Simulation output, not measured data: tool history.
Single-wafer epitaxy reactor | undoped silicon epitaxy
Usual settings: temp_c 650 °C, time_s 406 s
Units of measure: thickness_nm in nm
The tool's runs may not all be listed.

run	day	temp_c	time_s	wafers since the last listed run	hours since the last pyrometer calibration	hours since the gauge calibration	read-back reference wafer on the same gauge, thickness_nm	thickness_nm
1	0.000	654	365	0	1819.9	833.7	67.522	70.225
2	1.962	654	365	183	1867.0	880.8	67.526	70.305
3	4.479	644	406	234	1927.4	941.2	67.598	63.757
4	8.596	650	406	383	2026.2	1040.0	67.639	71.985
5	12.454	650	406	359	2118.8	1132.6	67.699	72.219
6	14.529	639	406	193	2168.6	1182.4	67.655	57.717
7	18.379	639	406	359	2261.0	1274.8	67.757	57.796
8	19.883	650	406	140	2297.1	1310.9	67.733	72.206
9	23.967	650	406	380	2395.1	1408.9	67.709	72.386
10	26.912	650	366	274	2465.8	1479.6	67.824	65.046
11	29.154	650	366	209	2519.6	1533.4	67.765	65.190
12	33.633	650	467	417	2627.1	1640.9	67.833	83.300
13	36.567	650	467	273	2697.5	1711.3	67.871	83.178
14	39.467	663	345	270	2767.1	1780.9	67.890	79.877
15	42.162	650	406	251	2831.8	1845.6	67.863	72.243
16	46.221	650	325	378	2929.2	1943.0	67.901	58.023

Run 17 comes next. What will it give?
# day 46.292: gauge calibrated
# day 47.817: pyrometer calibrated
17	48.212	645	369	154	9.5	46.1	?	?

Run 17 yielded read-back reference wafer on the same gauge, thickness_nm 66.781, thickness_nm 58.499 nm.
If the tool had no hidden condition, the same run with the same run-to-run variation would have returned thickness_nm 58.175 nm.
